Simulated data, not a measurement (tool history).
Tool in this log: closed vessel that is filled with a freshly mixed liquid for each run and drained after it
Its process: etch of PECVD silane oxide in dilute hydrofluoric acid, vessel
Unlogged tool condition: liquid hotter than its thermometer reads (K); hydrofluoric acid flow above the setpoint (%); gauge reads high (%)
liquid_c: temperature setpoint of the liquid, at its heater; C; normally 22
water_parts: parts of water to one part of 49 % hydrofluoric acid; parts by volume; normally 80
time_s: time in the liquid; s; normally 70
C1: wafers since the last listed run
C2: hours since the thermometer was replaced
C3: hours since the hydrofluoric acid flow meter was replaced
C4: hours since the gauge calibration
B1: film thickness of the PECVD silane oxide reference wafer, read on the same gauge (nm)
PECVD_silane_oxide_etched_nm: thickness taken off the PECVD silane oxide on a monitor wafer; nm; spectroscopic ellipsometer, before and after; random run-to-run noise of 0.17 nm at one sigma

Run 1, hour 0: usual settings; C1 0; C2 2362.2; C3 2559.3; C4 226.3; B1 80.04. Result: PECVD_silane_oxide_etched_nm 44.98 nm.
Run 2, hour 13.6: usual settings; C1 850; C2 2375.8; C3 2572.9; C4 239.9; B1 80. Result: PECVD_silane_oxide_etched_nm 44.92 nm.
Run 3, hour 40.7: usual settings; C1 1694; C2 2402.9; C3 2600; C4 267; B1 80.06. Result: PECVD_silane_oxide_etched_nm 45.07 nm.
Run 4, hour 57.6: usual settings; C1 1056; C2 2419.8; C3 2616.9; C4 283.9; B1 79.99. Result: PECVD_silane_oxide_etched_nm 44.91 nm.
Run 5, hour 72.3: usual settings but time_s 50 s; C1 919; C2 2434.5; C3 2631.6; C4 298.6; B1 80.04. Result: PECVD_silane_oxide_etched_nm 32.01 nm.
Run 6, hour 95.1: usual settings; C1 1425; C2 2457.3; C3 2654.4; C4 321.4; B1 80.01. Result: PECVD_silane_oxide_etched_nm 44.75 nm.
At hour 129.4: thermometer replaced.
Run 7, hour 129.9: usual settings; C1 2113; C2 0.5; C3 2689.2; C4 356.2; B1 79.98. Result: PECVD_silane_oxide_etched_nm 40.77 nm.
Run 8, hour 149.3: usual settings; C1 1213; C2 19.9; C3 2708.6; C4 375.6; B1 80. Result: PECVD_silane_oxide_etched_nm 40.81 nm.
At hour 164.1: gauge calibrated.
Run 9, hour 199.5: usual settings but water_parts 110 parts by volume; C1 3138; C2 70.1; C3 2758.8; C4 35.4; B1 79.99. Result: PECVD_silane_oxide_etched_nm 28.83 nm.
Run 10, hour 216.6: usual settings; C1 1069; C2 87.2; C3 2775.9; C4 52.5; B1 80.04. Result: PECVD_silane_oxide_etched_nm 40.76 nm.
Run 11, hour 233.5: usual settings but liquid_c 18 C, water_parts 60 parts by volume, time_s 55 s; C1 1056; C2 104.1; C3 2792.8; C4 69.4; B1 79.94. Result: PECVD_silane_oxide_etched_nm 37.46 nm.
At hour 240.3: hydrofluoric acid flow meter replaced.
Run 12, hour 253.6: usual settings; C1 1194; C2 124.2; C3 13.3; C4 89.5; B1 80. Result: PECVD_silane_oxide_etched_nm 40.92 nm.
Run 13, hour 287.4: usual settings but liquid_c 25 C, time_s 55 s; C1 2113; C2 158; C3 47.1; C4 123.3; B1 79.99. Result: PECVD_silane_oxide_etched_nm 36.33 nm.
Run 14, hour 316: usual settings but liquid_c 25 C; C1 1788; C2 186.6; C3 75.7; C4 151.9; B1 80. Result: PECVD_silane_oxide_etched_nm 46.22 nm.
Run 15, hour 328.4: usual settings but liquid_c 23.5 C, time_s 40 s; C1 775; C2 199; C3 88.1; C4 164.3; B1 79.98. Result: PECVD_silane_oxide_etched_nm 25.13 nm.
Run 16, hour 364.4: usual settings but time_s 105 s; C1 2250; C2 235; C3 124.1; C4 200.3; B1 80.01. Result: PECVD_silane_oxide_etched_nm 61.59 nm.
Run 17, hour 395.7: usual settings but liquid_c 19.5 C, water_parts 45 parts by volume, time_s 100 s; C1 1957; C2 266.3; C3 155.4; C4 231.6; B1 79.98. Result: PECVD_silane_oxide_etched_nm 98.2 nm.
Run 18, hour 408.3: usual settings but liquid_c 18 C, time_s 30 s; C1 787; C2 278.9; C3 168; C4 244.2; B1 79.99. Result: PECVD_silane_oxide_etched_nm 15 nm.

Selected run-to-run steps in PECVD_silane_oxide_etched_nm, each split into two signed amounts: the part the tool would show with no hidden state at all (from settings, incoming material and random variation), and the remainder, which goes to the hidden state together with any gauge scatter not common to the measured and the hidden-state-free results:
Run 6 -> 7: thermometer replaced. PECVD_silane_oxide_etched_nm -3.98 nm: hidden state -4.26, all else +0.28.
Run 17 -> 18: liquid_c 19.5 -> 18, water_parts 45 -> 80, time_s 100 -> 30. PECVD_silane_oxide_etched_nm -83.2 nm: hidden state -1.15, all else -82.05.
